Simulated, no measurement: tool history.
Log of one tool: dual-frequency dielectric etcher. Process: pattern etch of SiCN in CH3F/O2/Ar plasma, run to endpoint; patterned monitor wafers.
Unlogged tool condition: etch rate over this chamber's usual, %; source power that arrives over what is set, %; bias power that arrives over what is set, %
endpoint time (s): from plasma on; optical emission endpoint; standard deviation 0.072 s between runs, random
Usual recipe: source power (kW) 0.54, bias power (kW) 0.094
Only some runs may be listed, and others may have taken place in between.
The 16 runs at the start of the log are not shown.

run   hour  source power (kW)  bias power (kW)  wafers since the last listed run  hours since the last wet clean  hours since the last source power generator calibration  hours since the last bias power generator calibration  hours since the last upper electrode change  incoming incoming film thickness, nm  endpoint time (s)
 17  242.8               0.54            0.073                               220                              74                                                     91.2                                                     64                                         52.5                                  7.64               17.2
 18  255.2               0.54            0.075                               170                            86.4                                                    103.6                                                   76.4                                         64.9                                  7.71                 17
 19  268.4               0.42            0.094                               181                            99.6                                                    116.8                                                   89.6                                         78.1                                  7.73               16.7
 20  276.7               0.43            0.094                               114                           107.9                                                    125.1                                                   97.9                                         86.4                                  7.73               16.7
 21  288.8                0.4            0.077                               166                             120                                                    137.2                                                    110                                         98.5                                  7.64               18.2
 22  303.1               0.61            0.094                               196                           134.3                                                    151.5                                                  124.3                                        112.8                                  7.66                 15
 23  313.2               0.54            0.094                               138                           144.4                                                    161.6                                                  134.4                                        122.9                                  7.72               15.6
 24  324.6               0.58              0.1                               156                           155.8                                                      173                                                  145.8                                        134.3                                  7.72               14.8
 25  332.9               0.42            0.094                               114                           164.1                                                    181.3                                                  154.1                                        142.6                                  7.76               16.9
 26    340               0.42            0.094                                97                           171.2                                                    188.4                                                  161.2                                        149.7                                  7.63               16.7
 27  347.1               0.59            0.104                                97                           178.3                                                    195.5                                                  168.3                                        156.8                                  7.72               14.5
 28  357.1               0.54            0.094                               137                           188.3                                                    205.5                                                  178.3                                        166.8                                  7.72               15.7
 29  372.7               0.54            0.115                               214                           203.9                                                    221.1                                                  193.9                                        182.4                                  7.64               14.2
 30  384.1               0.65            0.081                               156                           215.3                                                    232.5                                                  205.3                                        193.8                                  7.68               15.9
 31  390.2               0.46            0.112                                83                           221.4                                                    238.6                                                  211.4                                        199.9                                  7.72               15.2
 32  397.7               0.67            0.085                               103                           228.9                                                    246.1                                                  218.9                                        207.4                                  7.66               15.3
 33  409.5               0.58              0.1                               162                           240.7                                                    257.9                                                  230.7                                        219.2                                  7.77               15.1

Branching from run 33: 4 alternative next runs. What would each branch give?
  A  409.9               0.54            0.109                                 5                           241.1                                                    258.3                                                  231.1                                        219.6                                  7.71                  ?
  B  409.9                0.5            0.074                                 5                           241.1                                                    258.3                                                  231.1                                        219.6                                  7.71                  ?
  C  409.9               0.68            0.085                                 5                           241.1                                                    258.3                                                  231.1                                        219.6                                  7.71                  ?
  D  409.9               0.64            0.094                                 5                           241.1                                                    258.3                                                  231.1                                        219.6                                  7.71                  ?

run  endpoint time (s)
  A               14.8
  B               17.9
  C               15.4
  D                 15
What these runs would have given with no unlogged condition in the tool:
run  endpoint time (s)
  A               14.5
  B               17.6
  C               15.1
  D               14.7
